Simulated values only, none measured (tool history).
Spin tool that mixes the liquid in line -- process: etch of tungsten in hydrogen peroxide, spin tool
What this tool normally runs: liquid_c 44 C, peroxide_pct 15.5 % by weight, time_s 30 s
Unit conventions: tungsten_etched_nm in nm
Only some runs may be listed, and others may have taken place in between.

run,hour,liquid_c,peroxide_pct,time_s,wafers since the last listed run,hours since the thermometer was replaced,hours since the peroxide flow meter was replaced,hours since the heated supply line was repaired,hours since the drum of peroxide was connected,hours since the gauge calibration,"read-back film thickness of the tungsten reference wafer, read on the same gauge (nm)",tungsten_etched_nm
1,0,44,15.5,30,0,1772.4,845,633.1,614.7,47.7,40.01,18.98
2,9.3,44,15.5,30,131,1781.7,854.3,642.4,624,57,39.99,19.08
3,21.8,44,15.5,30,177,1794.2,866.8,654.9,636.5,69.5,40.02,19.14
4,30.9,44,15.5,30,128,1803.3,875.9,664,645.6,78.6,40,18.94
5,40.2,44,18.5,30,131,1812.6,885.2,673.3,654.9,87.9,40.03,20.95
6,56.1,44,18.5,30,225,1828.5,901.1,689.2,670.8,103.8,39.98,20.73
7,72.2,44,15.5,15,228,1844.6,917.2,705.3,686.9,119.9,40,9.51
8,80.5,44,15.5,30,117,1852.9,925.5,713.6,695.2,128.2,39.98,18.83
9,95.6,44,15.5,30,213,1868,940.6,728.7,710.3,143.3,40,18.89
# hour 103.7: peroxide flow meter replaced
10,104.2,44,15.5,30,107,1876.6,0.5,737.3,718.9,151.9,40.01,20.17
11,112.7,44,15.5,30,120,1885.1,9,745.8,727.4,160.4,39.99,20.08
# hour 112.9: gauge calibrated
12,119,44,15.5,30,89,1891.4,15.3,752.1,733.7,6.1,40,20.23
13,130.2,44,18.5,15,158,1902.6,26.5,763.3,744.9,17.3,40.02,10.93
14,139.5,37.5,17.5,30,131,1911.9,35.8,772.6,754.2,26.6,39.99,13.92
15,164.7,35.5,17.5,30,357,1937.1,61,797.8,779.4,51.8,39.98,12.13
16,172.4,44,19,30,109,1944.8,68.7,805.5,787.1,59.5,40.01,22.05
# hour 178.6: new drum of peroxide connected
17,179.4,48.5,16.5,40,85,1951.8,75.7,812.5,0.8,66.5,40.04,36.21

Run 18, settings as shown, results not yet in. Your forecast:
# hour 186.6: thermometer replaced
18,187.9,52,17,50,106,1.3,84.2,821,9.3,75,?,?

{"run 18": {"read-back film thickness of the tungsten reference wafer, read on the same gauge (nm)": 40.02, "tungsten_etched_nm": 67.09}}
The same run, on a tool lacking any hidden state, would have yielded tungsten_etched_nm 69.39 nm.
